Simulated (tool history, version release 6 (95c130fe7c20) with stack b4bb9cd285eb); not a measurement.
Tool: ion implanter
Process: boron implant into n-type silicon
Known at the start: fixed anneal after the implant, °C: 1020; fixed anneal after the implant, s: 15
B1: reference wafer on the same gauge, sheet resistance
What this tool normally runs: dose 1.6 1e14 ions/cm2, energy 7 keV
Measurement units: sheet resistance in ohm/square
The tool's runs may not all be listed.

run 1 hour=0 | dose=1.6 energy=7 | B1=652.11 | sheet_resistance=653.31
run 2 hour=66.8 | dose=1.6 energy=9 | B1=653.27 | sheet_resistance=631.9
run 3 hour=125.5 | dose=1.6 energy=7 | B1=652.44 | sheet_resistance=651.9
run 4 hour=180.9 | dose=1.6 energy=7 | B1=653.12 | sheet_resistance=656.72
run 5 hour=228.4 | dose=1.6 energy=7 | B1=654.64 | sheet_resistance=649.37
run 6 hour=280.6 | dose=1.6 energy=5 | B1=653.22 | sheet_resistance=682.29
run 7 hour=318.5 | dose=1.6 energy=5 | B1=653.43 | sheet_resistance=680.51
run 8 hour=359.9 | dose=1.6 energy=5 | B1=653.33 | sheet_resistance=674.54
run 9 hour=422.5 | dose=1.4 energy=6 | B1=652.78 | sheet_resistance=748.05
run 10 hour=480.6 | dose=1.6 energy=7 | B1=651.77 | sheet_resistance=651.04
run 11 hour=539.7 | dose=1.6 energy=7 | B1=654.12 | sheet_resistance=643.06
run 12 hour=564.3 | dose=1.6 energy=7 | B1=653.56 | sheet_resistance=653.81
run 13 hour=618.6 | dose=1.89 energy=7 | B1=652.18 | sheet_resistance=574.7
run 14 hour=646.5 | dose=1.89 energy=7 | B1=651.49 | sheet_resistance=569.15
-- hour=673.1 extraction supply calibrated
-- hour=679.6 gauge calibrated
run 15 hour=688.6 | dose=1.83 energy=4.5 | B1=651.11 | sheet_resistance=613.19
run 16 hour=720.6 | dose=1.76 energy=5.5 | B1=653.35 | sheet_resistance=621.4
run 17 hour=759.4 | dose=1.15 energy=7 | B1=651.82 | sheet_resistance=851.32
run 18 hour=823.7 | dose=1.89 energy=7 | B1=652.62 | sheet_resistance=565.54
run 19 hour=851.8 | dose=1.88 energy=8.5 | B1=653.14 | sheet_resistance=552.54
-- hour=933.3 Faraday cup replaced and dose calibrated
run 20 hour=1012 | dose=1.81 energy=6 | B1=652.97 | sheet_resistance=600.57
run 21 hour=1051.7 | dose=1.13 energy=8 | B1=654.24 | sheet_resistance=846.92
run 22 hour=1093.4 | dose=1.85 energy=8.5 | B1=652.75 | sheet_resistance=563.29
run 23 hour=1155.4 | dose=1.6 energy=7 | B1=653.14 | sheet_resistance=643.06
run 24 hour=1220.5 | dose=1.94 energy=7 | B1=652.19 | sheet_resistance=558.11
run 25 hour=1280 | dose=1.6 energy=9 | B1=652.35 | sheet_resistance=626.84
run 26 hour=1335.7 | dose=1.19 energy=5 | B1=653.54 | sheet_resistance=862.27
run 27 hour=1442.6 | dose=1.28 energy=5 | B1=653.31 | sheet_resistance=818.63
run 28 hour=1605.1 | dose=1.34 energy=5.5 | B1=651.47 | sheet_resistance=781.04

Branching from run 28: 5 alternative next runs. What would each branch give?
run A hour=1605.5 | dose=1.6 energy=7 | B1=? | sheet_resistance=?
run B hour=1605.5 | dose=1.4 energy=7.5 | B1=? | sheet_resistance=?
run C hour=1605.5 | dose=1.86 energy=7 | B1=? | sheet_resistance=?
run D hour=1605.5 | dose=1.75 energy=9 | B1=? | sheet_resistance=?
run E hour=1605.5 | dose=1.6 energy=8 | B1=? | sheet_resistance=?

run=A B1=653.27 sheet_resistance=650.14
run=B B1=653.27 sheet_resistance=717.86
run=C B1=653.27 sheet_resistance=575.34
run=D B1=653.27 sheet_resistance=585.71
run=E B1=653.27 sheet_resistance=639.31
Had the tool no hidden state, the same runs would have come out as:
run=A sheet_resistance=650.14
run=B sheet_resistance=717.86
run=C sheet_resistance=575.34
run=D sheet_resistance=585.71
run=E sheet_resistance=639.31
